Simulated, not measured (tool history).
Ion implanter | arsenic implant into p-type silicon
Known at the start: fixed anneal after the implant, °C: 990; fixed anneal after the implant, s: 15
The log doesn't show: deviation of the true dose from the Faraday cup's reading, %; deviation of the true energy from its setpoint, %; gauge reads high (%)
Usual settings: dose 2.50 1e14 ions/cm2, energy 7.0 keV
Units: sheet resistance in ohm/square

| run | hour | dose | energy | wafers since the last listed run | hours since the last dose calibration | hours since the extraction supply was calibrated | hours since the gauge calibration | read-back reference wafer on the same gauge, sheet resistance | sheet resistance |
|---|---|---|---|---|---|---|---|---|---|
| 1 | 0.0 | 2.50 | 7.0 | 0 | 41.0 | 3568.3 | 753.7 | 321.38 | 362.15 |
| 2 | 83.0 | 2.50 | 7.0 | 674 | 124.0 | 3651.3 | 836.7 | 321.99 | 361.31 |
| 3 | 180.0 | 2.50 | 7.0 | 788 | 221.0 | 3748.3 | 933.7 | 321.65 | 360.46 |
| 4 | 273.5 | 2.13 | 7.0 | 759 | 314.5 | 3841.8 | 1027.2 | 322.45 | 408.56 |
| 5 | 362.8 | 1.96 | 8.5 | 725 | 403.8 | 3931.1 | 1116.5 | 321.80 | 422.90 |
| 6 | 426.7 | 2.50 | 7.0 | 519 | 467.7 | 3995.0 | 1180.4 | 321.85 | 353.45 |
| 7 | 474.9 | 2.50 | 7.0 | 391 | 515.9 | 4043.2 | 1228.6 | 322.18 | 359.43 |
| 8 | 683.7 | 2.50 | 7.0 | 1696 | 724.7 | 4252.0 | 1437.4 | 321.91 | 355.35 |
| 9 | 785.7 | 2.50 | 7.0 | 828 | 826.7 | 4354.0 | 1539.4 | 321.86 | 355.55 |
| 10 | 822.9 | 2.50 | 7.0 | 302 | 863.9 | 4391.2 | 1576.6 | 322.02 | 353.17 |
| 11 | 1098.6 | 2.87 | 7.5 | 2240 | 1139.6 | 4666.9 | 1852.3 | 321.71 | 314.58 |
| 12 | 1149.0 | 2.87 | 7.0 | 409 | 1190.0 | 4717.3 | 1902.7 | 322.13 | 319.57 |
| 13 | 1185.7 | 2.87 | 7.0 | 298 | 1226.7 | 4754.0 | 1939.4 | 321.85 | 315.95 |
| 14 | 1246.7 | 2.50 | 7.0 | 495 | 1287.7 | 4815.0 | 2000.4 | 321.83 | 350.79 |
| 15 | 1318.4 | 2.50 | 7.0 | 582 | 1359.4 | 4886.7 | 2072.1 | 322.27 | 352.57 |
| 16 | 1416.7 | 2.21 | 8.0 | 798 | 1457.7 | 4985.0 | 2170.4 | 322.33 | 377.63 |
| 17 | 1490.6 | 2.19 | 4.5 | 600 | 1531.6 | 5058.9 | 2244.3 | 321.85 | 406.05 |
| 18 | 1539.2 | 2.79 | 4.5 | 394 | 1580.2 | 5107.5 | 2292.9 | 322.15 | 337.50 |
|  | 1768.5 | gauge calibrated |
| 19 | 1844.3 | 2.97 | 4.5 | 2478 | 1885.3 | 5412.6 | 75.8 | 321.63 | 322.32 |
|  | 1859.4 | extraction supply calibrated |
| 20 | 1937.5 | 2.50 | 4.5 | 692 | 1978.5 | 78.1 | 169.0 | 322.42 | 369.48 |
|  | 2188.4 | Faraday cup replaced and dose calibrated |
| 21 | 2230.6 | 2.50 | 7.0 | 2316 | 42.2 | 371.2 | 462.1 | 322.49 | 361.13 |
| 22 | 2273.4 | 2.16 | 6.0 | 347 | 85.0 | 414.0 | 504.9 | 322.13 | 406.38 |
| 23 | 2319.1 | 2.15 | 6.0 | 371 | 130.7 | 459.7 | 550.6 | 322.11 | 408.78 |
| 24 | 2390.4 | 2.50 | 6.0 | 579 | 202.0 | 531.0 | 621.9 | 322.21 | 364.21 |
| 25 | 2462.3 | 2.50 | 7.0 | 584 | 273.9 | 602.9 | 693.8 | 321.82 | 358.42 |
| 26 | 2774.2 | 2.01 | 9.0 | 2534 | 585.8 | 914.8 | 1005.7 | 321.93 | 406.79 |
| 27 | 2880.5 | 2.50 | 5.0 | 863 | 692.1 | 1021.1 | 1112.0 | 322.09 | 363.83 |
| 28 | 2949.5 | 2.13 | 6.0 | 560 | 761.1 | 1090.1 | 1181.0 | 322.27 | 401.87 |

5 ways to go on from here, each from the tool as it stands after run 28. What would each give?
| A | 2949.9 | 2.50 | 5.5 | 3 | 761.5 | 1090.5 | 1181.4 | ? | ? |
| B | 2949.9 | 3.06 | 5.5 | 3 | 761.5 | 1090.5 | 1181.4 | ? | ? |
| C | 2949.9 | 1.87 | 9.0 | 3 | 761.5 | 1090.5 | 1181.4 | ? | ? |
| D | 2949.9 | 3.01 | 5.5 | 3 | 761.5 | 1090.5 | 1181.4 | ? | ? |
| E | 2949.9 | 2.22 | 9.0 | 3 | 761.5 | 1090.5 | 1181.4 | ? | ? |

| run | read-back reference wafer on the same gauge, sheet resistance | sheet resistance |
|---|---|---|
| A | 321.71 | 361.92 |
| B | 321.71 | 310.74 |
| C | 321.71 | 427.59 |
| D | 321.71 | 314.60 |
| E | 321.71 | 375.38 |
Without the tool's hidden state the same runs would have given:
| run | sheet resistance |
|---|---|
| A | 371.14 |
| B | 318.56 |
| C | 438.47 |
| D | 322.53 |
| E | 384.95 |
